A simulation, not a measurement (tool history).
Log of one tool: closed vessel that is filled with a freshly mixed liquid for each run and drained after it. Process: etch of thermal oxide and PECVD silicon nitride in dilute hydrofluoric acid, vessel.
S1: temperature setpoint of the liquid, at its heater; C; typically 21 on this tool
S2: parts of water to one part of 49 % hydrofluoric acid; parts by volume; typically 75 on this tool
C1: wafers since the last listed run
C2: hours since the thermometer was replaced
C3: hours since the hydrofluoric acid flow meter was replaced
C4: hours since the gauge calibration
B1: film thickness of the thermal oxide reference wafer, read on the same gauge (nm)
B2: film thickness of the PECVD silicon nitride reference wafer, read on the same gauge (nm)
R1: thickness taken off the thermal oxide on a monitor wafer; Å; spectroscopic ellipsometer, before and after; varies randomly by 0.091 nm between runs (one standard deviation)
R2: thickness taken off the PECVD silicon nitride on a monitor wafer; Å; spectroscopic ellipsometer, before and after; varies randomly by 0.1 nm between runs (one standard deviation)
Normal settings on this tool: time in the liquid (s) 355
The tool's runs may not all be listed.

run 1 hour=0 | S1=17.5 S2=75 time_in_the_liquid_(s)=355 | C1=0 C2=78.3 C3=931.1 C4=410.7 | B1=139.98 B2=100.02 | R1=156.2 R2=111.2
run 2 hour=34.2 | S1=21 S2=75 time_in_the_liquid_(s)=355 | C1=2688 C2=112.5 C3=965.3 C4=444.9 | B1=139.98 B2=99.98 | R1=181.4 R2=141.1
run 3 hour=75.1 | S1=18.5 S2=85 time_in_the_liquid_(s)=475 | C1=3215 C2=153.4 C3=1006.2 C4=485.8 | B1=140 B2=99.99 | R1=190.3 R2=139
-- hour=144.2 hydrofluoric acid flow meter replaced
run 4 hour=144.8 | S1=17 S2=55 time_in_the_liquid_(s)=355 | C1=5400 C2=223.1 C3=0.6 C4=555.5 | B1=140 B2=100 | R1=226.2 R2=153.1
run 5 hour=198.2 | S1=21 S2=50 time_in_the_liquid_(s)=280 | C1=4197 C2=276.5 C3=54 C4=608.9 | B1=140.02 B2=100 | R1=233.3 R2=174.3
run 6 hour=232.6 | S1=21 S2=45 time_in_the_liquid_(s)=355 | C1=2704 C2=310.9 C3=88.4 C4=643.3 | B1=140 B2=100.01 | R1=326.2 R2=244.2
run 7 hour=261.9 | S1=21 S2=105 time_in_the_liquid_(s)=225 | C1=2303 C2=340.2 C3=117.7 C4=672.6 | B1=140 B2=100.01 | R1=83 R2=67.4
run 8 hour=318.4 | S1=25 S2=75 time_in_the_liquid_(s)=355 | C1=4441 C2=396.7 C3=174.2 C4=729.1 | B1=140.02 B2=99.96 | R1=223.4 R2=191.2
run 9 hour=370 | S1=23.5 S2=75 time_in_the_liquid_(s)=355 | C1=4056 C2=448.3 C3=225.8 C4=780.7 | B1=139.98 B2=99.99 | R1=209.8 R2=171.7
run 10 hour=426.7 | S1=21 S2=100 time_in_the_liquid_(s)=550 | C1=4457 C2=505 C3=282.5 C4=837.4 | B1=139.98 B2=100.01 | R1=212.3 R2=169
run 11 hour=477.8 | S1=21 S2=75 time_in_the_liquid_(s)=355 | C1=4017 C2=556.1 C3=333.6 C4=888.5 | B1=140.02 B2=99.99 | R1=186.7 R2=144.9
run 12 hour=514.8 | S1=17 S2=75 time_in_the_liquid_(s)=215 | C1=2908 C2=593.1 C3=370.6 C4=925.5 | B1=140.04 B2=99.96 | R1=95.4 R2=66.3
run 13 hour=579.8 | S1=21 S2=75 time_in_the_liquid_(s)=355 | C1=5109 C2=658.1 C3=435.6 C4=990.5 | B1=139.97 B2=99.98 | R1=183.8 R2=143.2
run 14 hour=628.3 | S1=21 S2=65 time_in_the_liquid_(s)=355 | C1=3812 C2=706.6 C3=484.1 C4=1039 | B1=140 B2=100 | R1=215 R2=164.9
run 15 hour=680.9 | S1=25.5 S2=60 time_in_the_liquid_(s)=205 | C1=4135 C2=759.2 C3=536.7 C4=1091.6 | B1=140.01 B2=100.01 | R1=163.4 R2=137.6
run 16 hour=708.6 | S1=21 S2=75 time_in_the_liquid_(s)=355 | C1=2177 C2=786.9 C3=564.4 C4=1119.3 | B1=139.97 B2=99.97 | R1=183.8 R2=140.4
run 17 hour=769.8 | S1=21 S2=75 time_in_the_liquid_(s)=355 | C1=4811 C2=848.1 C3=625.6 C4=1180.5 | B1=140.01 B2=100.02 | R1=182.5 R2=141.5
run 18 hour=831.2 | S1=21 S2=75 time_in_the_liquid_(s)=185 | C1=4826 C2=909.5 C3=687 C4=1241.9 | B1=139.99 B2=99.98 | R1=94.7 R2=72.2
run 19 hour=874.1 | S1=19 S2=45 time_in_the_liquid_(s)=290 | C1=3372 C2=952.4 C3=729.9 C4=1284.8 | B1=140 B2=100.01 | R1=233.5 R2=164.1
run 20 hour=906.3 | S1=21 S2=75 time_in_the_liquid_(s)=355 | C1=2531 C2=984.6 C3=762.1 C4=1317 | B1=139.97 B2=100 | R1=180.2 R2=137.3
run 21 hour=931.3 | S1=21 S2=75 time_in_the_liquid_(s)=230 | C1=1965 C2=1009.6 C3=787.1 C4=1342 | B1=140.03 B2=100 | R1=116.6 R2=89.2
run 22 hour=976.9 | S1=26 S2=90 time_in_the_liquid_(s)=355 | C1=3584 C2=1055.2 C3=832.7 C4=1387.6 | B1=139.95 B2=100.01 | R1=178.4 R2=161
run 23 hour=1008.1 | S1=19.5 S2=60 time_in_the_liquid_(s)=265 | C1=2452 C2=1086.4 C3=863.9 C4=1418.8 | B1=140.04 B2=100.01 | R1=159.9 R2=114.9
run 24 hour=1033.8 | S1=22.5 S2=110 time_in_the_liquid_(s)=515 | C1=2020 C2=1112.1 C3=889.6 C4=1444.5 | B1=140.04 B2=99.98 | R1=178.7 R2=149.8
run 25 hour=1100.5 | S1=19 S2=75 time_in_the_liquid_(s)=355 | C1=5243 C2=1178.8 C3=956.3 C4=1511.2 | B1=139.98 B2=100 | R1=164.5 R2=117.1

4 ways to go on from here, each from the tool as it stands after run 25. What would each give?
run A hour=1101.2 | S1=21 S2=75 time_in_the_liquid_(s)=355 | C1=55 C2=1179.5 C3=957 C4=1511.9 | B1=? B2=? | R1=? R2=?
run B hour=1101.2 | S1=21 S2=40 time_in_the_liquid_(s)=355 | C1=55 C2=1179.5 C3=957 C4=1511.9 | B1=? B2=? | R1=? R2=?
run C hour=1101.2 | S1=19 S2=90 time_in_the_liquid_(s)=550 | C1=55 C2=1179.5 C3=957 C4=1511.9 | B1=? B2=? | R1=? R2=?
run D hour=1101.2 | S1=21 S2=75 time_in_the_liquid_(s)=150 | C1=55 C2=1179.5 C3=957 C4=1511.9 | B1=? B2=? | R1=? R2=?

run=A B1=140.04 B2=99.99 R1=176.4 R2=136.3
run=B B1=140.04 B2=99.99 R1=345.6 R2=251.4
run=C B1=140.04 B2=99.99 R1=205.8 R2=154
run=D B1=140.04 B2=99.99 R1=74.5 R2=57.6
With no hidden state in the tool, these same runs would have given:
run=A R1=193 R2=151
run=B R1=377.5 R2=278.7
run=C R1=225.3 R2=170.7
run=D R1=81.5 R2=63.8
